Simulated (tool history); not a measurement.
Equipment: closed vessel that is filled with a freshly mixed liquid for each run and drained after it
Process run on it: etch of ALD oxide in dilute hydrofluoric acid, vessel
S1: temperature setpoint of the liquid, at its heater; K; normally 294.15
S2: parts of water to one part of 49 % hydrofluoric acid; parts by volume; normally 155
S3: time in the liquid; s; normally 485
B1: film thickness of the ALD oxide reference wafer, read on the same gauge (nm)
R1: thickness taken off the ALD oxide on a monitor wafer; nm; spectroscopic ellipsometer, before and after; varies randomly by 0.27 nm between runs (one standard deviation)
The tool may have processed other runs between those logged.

run   hour      S1   S2   S3      B1     R1
  1    0.0  292.15  155  485  140.02  26.72
  2   72.4  292.15  155  485  139.99  26.49
  3   96.7  294.15  155  485  139.97  28.93
  4  125.6  294.15  155  485  139.99  29.69
  5  152.9  294.15  155  485  139.99  28.97
  6  182.2  293.15  155  405  140.00  23.63
  7  218.0  293.15  155  405  139.99  23.62
  8  252.9  294.15  155  555  140.01  33.57
  9  283.3  294.15  155  555  139.96  33.51
 10  311.1  294.15  155  485  140.00  29.63
 11  335.3  294.15  155  485  140.01  29.63
 12  352.6  294.15  155  485  140.02  29.56
 13  383.3  292.15  110  485  140.00  40.17
     403.6  -- thermometer replaced
     407.0  -- gauge calibrated
 14  417.8  294.15  155  485  139.97  30.09
 15  450.4  292.15  155  485  140.02  27.33
 16  470.4  298.65  115  615  140.01  63.87
 17  498.9  297.65  155  485  140.05  34.36
 18  526.4  294.15  155  485  139.94  30.15
     578.6  -- hydrofluoric acid flow meter replaced
 19  600.6  296.15  155  335  139.97  21.10
 20  633.9  295.65  100  560  140.00  57.32
 21  649.3  292.65  225  200  140.01   6.88
 22  661.7  290.15  155  295  139.94  14.50
 23  690.2  294.15  155  485  140.01  27.86
 24  709.3  296.65  155  485  139.94  30.74
 25  725.5  292.15  155  485  140.01  26.14
 26  740.3  292.65  235  245  140.01   8.06

Below are 5 alternative next runs, each starting from the tool's condition after run 26. Predict each:
  A  741.1  294.15  155  720   ?   ?
  B  741.1  297.65  205  380   ?   ?
  C  741.1  297.65  235  240   ?   ?
  D  741.1  290.15  190  740   ?   ?
  E  741.1  290.65  130  750   ?   ?

run      B1     R1
  A  139.98  41.91
  B  139.98  18.12
  C  139.98   9.67
  D  139.98  28.97
  E  139.98  46.36
Take away the tool's hidden state, keep each run's random variation, and the runs would have read:
run     R1
  A  41.12
  B  17.76
  C   9.48
  D  28.41
  E  45.51
